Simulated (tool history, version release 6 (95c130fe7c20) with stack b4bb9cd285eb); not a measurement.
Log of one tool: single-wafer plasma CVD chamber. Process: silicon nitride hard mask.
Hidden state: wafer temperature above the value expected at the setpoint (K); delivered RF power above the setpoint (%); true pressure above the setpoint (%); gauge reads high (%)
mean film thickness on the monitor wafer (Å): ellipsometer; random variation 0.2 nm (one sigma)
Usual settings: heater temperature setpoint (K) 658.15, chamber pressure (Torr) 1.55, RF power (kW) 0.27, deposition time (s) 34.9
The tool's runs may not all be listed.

| run | hour | heater temperature setpoint (K) | chamber pressure (Torr) | RF power (kW) | deposition time (s) | wafers since the last listed run | hours since the last thermocouple change | hours since the last RF generator calibration | hours since the last manometer calibration | hours since the showerhead was replaced | hours since the gauge calibration | read-back reference wafer on the same gauge, thickness_nm | mean film thickness on the monitor wafer (Å) |
|---|---|---|---|---|---|---|---|---|---|---|---|---|---|
| 1 | 0 | 665.15 | 1.55 | 0.27 | 34.9 | 0 | 2281.2 | 2092.9 | 0.5 | 124.6 | 113.8 | 32.3 | 372.39 |
| 2 | 36 | 658.15 | 1.55 | 0.27 | 34.9 | 937 | 2317.2 | 2128.9 | 36.5 | 160.6 | 149.8 | 32.466 | 371.31 |
|  | 98.6 | RF generator calibrated |
| 3 | 144 | 658.15 | 1.55 | 0.27 | 34.9 | 2605 | 2425.2 | 45.4 | 144.5 | 268.6 | 257.8 | 32.451 | 384.4 |
| 4 | 194.5 | 658.15 | 1.55 | 0.27 | 34.9 | 1315 | 2475.7 | 95.9 | 195 | 319.1 | 308.3 | 32.392 | 389.86 |
| 5 | 257.3 | 658.15 | 1.55 | 0.27 | 34.9 | 1635 | 2538.5 | 158.7 | 257.8 | 381.9 | 371.1 | 32.436 | 386.59 |
| 6 | 330.2 | 658.15 | 1.55 | 0.27 | 34.9 | 1899 | 2611.4 | 231.6 | 330.7 | 454.8 | 444 | 32.405 | 387.81 |
| 7 | 434.3 | 658.15 | 1.91 | 0.27 | 40.1 | 2711 | 2715.5 | 335.7 | 434.8 | 558.9 | 548.1 | 32.427 | 482.31 |
| 8 | 498.5 | 658.15 | 1.55 | 0.27 | 34.9 | 1672 | 2779.7 | 399.9 | 499 | 623.1 | 612.3 | 32.357 | 386.29 |
| 9 | 535.1 | 649.15 | 1.7 | 0.215 | 41.7 | 953 | 2816.3 | 436.5 | 535.6 | 659.7 | 648.9 | 32.34 | 412.46 |
|  | 603 | thermocouple changed; heater temperature recalibrated |
| 10 | 640.7 | 648.15 | 1.55 | 0.27 | 31.1 | 2542 | 37.7 | 542.1 | 641.2 | 765.3 | 754.5 | 32.453 | 346.76 |
| 11 | 726.2 | 664.15 | 1.55 | 0.27 | 28.7 | 2227 | 123.2 | 627.6 | 726.7 | 850.8 | 840 | 32.33 | 317.02 |
| 12 | 809.2 | 645.15 | 1.55 | 0.27 | 34.9 | 2162 | 206.2 | 710.6 | 809.7 | 933.8 | 923 | 32.391 | 383.66 |
| 13 | 893.3 | 670.15 | 1.9 | 0.235 | 31.4 | 2190 | 290.3 | 794.7 | 893.8 | 1017.9 | 1007.1 | 32.355 | 344.37 |
|  | 937.6 | capacitance manometer re-zeroed and calibrated |
| 14 | 969.3 | 658.15 | 1.55 | 0.27 | 34.9 | 1771 | 366.3 | 870.7 | 31.7 | 1093.9 | 1083.1 | 32.405 | 383.65 |
| 15 | 1046.7 | 652.15 | 1.55 | 0.225 | 34.9 | 2016 | 443.7 | 948.1 | 109.1 | 1171.3 | 1160.5 | 32.395 | 344.3 |
| 16 | 1116.7 | 673.15 | 1.44 | 0.225 | 31.7 | 1823 | 513.7 | 1018.1 | 179.1 | 1241.3 | 1230.5 | 32.387 | 293.43 |
| 17 | 1179.8 | 650.15 | 1.72 | 0.25 | 31.5 | 1643 | 576.8 | 1081.2 | 242.2 | 1304.4 | 1293.6 | 32.403 | 342.8 |
|  | 1265.7 | gauge calibrated |
| 18 | 1469.1 | 665.15 | 1.45 | 0.27 | 34.9 | 7536 | 866.1 | 1370.5 | 531.5 | 1593.7 | 203.4 | 32.433 | 365.24 |
| 19 | 1506.1 | 658.15 | 1.8 | 0.235 | 34.9 | 963 | 903.1 | 1407.5 | 568.5 | 1630.7 | 240.4 | 32.308 | 368.2 |
| 20 | 1596.5 | 658.15 | 1.55 | 0.27 | 34.9 | 2354 | 993.5 | 1497.9 | 658.9 | 1721.1 | 330.8 | 32.443 | 381.13 |
| 21 | 1664.3 | 673.15 | 1.81 | 0.27 | 32.6 | 1766 | 1061.3 | 1565.7 | 726.7 | 1788.9 | 398.6 | 32.466 | 373.58 |
| 22 | 1729.7 | 658.15 | 1.55 | 0.305 | 34.9 | 1703 | 1126.7 | 1631.1 | 792.1 | 1854.3 | 464 | 32.353 | 408.37 |
| 23 | 1802.9 | 658.15 | 1.55 | 0.27 | 34.9 | 1906 | 1199.9 | 1704.3 | 865.3 | 1927.5 | 537.2 | 32.384 | 372.76 |
| 24 | 1857.9 | 658.15 | 1.55 | 0.27 | 34.9 | 1432 | 1254.9 | 1759.3 | 920.3 | 1982.5 | 592.2 | 32.438 | 374.69 |
| 25 | 1895.3 | 646.15 | 1.32 | 0.225 | 32.7 | 974 | 1292.3 | 1796.7 | 957.7 | 2019.9 | 629.6 | 32.426 | 286.97 |
| 26 | 1950.3 | 658.15 | 1.26 | 0.225 | 34.9 | 1432 | 1347.3 | 1851.7 | 1012.7 | 2074.9 | 684.6 | 32.427 | 295.57 |
|  | 1977.6 | capacitance manometer re-zeroed and calibrated |
| 27 | 1994.4 | 651.15 | 1.55 | 0.27 | 34.9 | 940 | 1391.4 | 1895.8 | 16.8 | 2119 | 728.7 | 32.408 | 372.6 |

Some steps in mean film thickness on the monitor wafer (Å) between neighbouring runs. How much of each would the tool show without its hidden state too (settings, what came in, random variation), and how much is left for the hidden state, with any gauge scatter that isn't in both results?
Run 2 -> 3: RF generator calibrated. mean film thickness on the monitor wafer (Å) +13.09: hidden state +14.61, all else -1.52.
Run 6 -> 7: chamber pressure (Torr) 1.55 -> 1.91, deposition time (s) 34.9 -> 40.1. mean film thickness on the monitor wafer (Å) +94.5: hidden state -0.39, all else +94.89.
Run 7 -> 8: chamber pressure (Torr) 1.91 -> 1.55, deposition time (s) 40.1 -> 34.9. mean film thickness on the monitor wafer (Å) -96.02: hidden state +0.04, all else -96.06.
Run 17 -> 18: heater temperature setpoint (K) 650.15 -> 665.15, chamber pressure (Torr) 1.72 -> 1.45, RF power (kW) 0.25 -> 0.27, deposition time (s) 31.5 -> 34.9, gauge calibrated. mean film thickness on the monitor wafer (Å) +22.44: hidden state -2.52, all else +24.96.

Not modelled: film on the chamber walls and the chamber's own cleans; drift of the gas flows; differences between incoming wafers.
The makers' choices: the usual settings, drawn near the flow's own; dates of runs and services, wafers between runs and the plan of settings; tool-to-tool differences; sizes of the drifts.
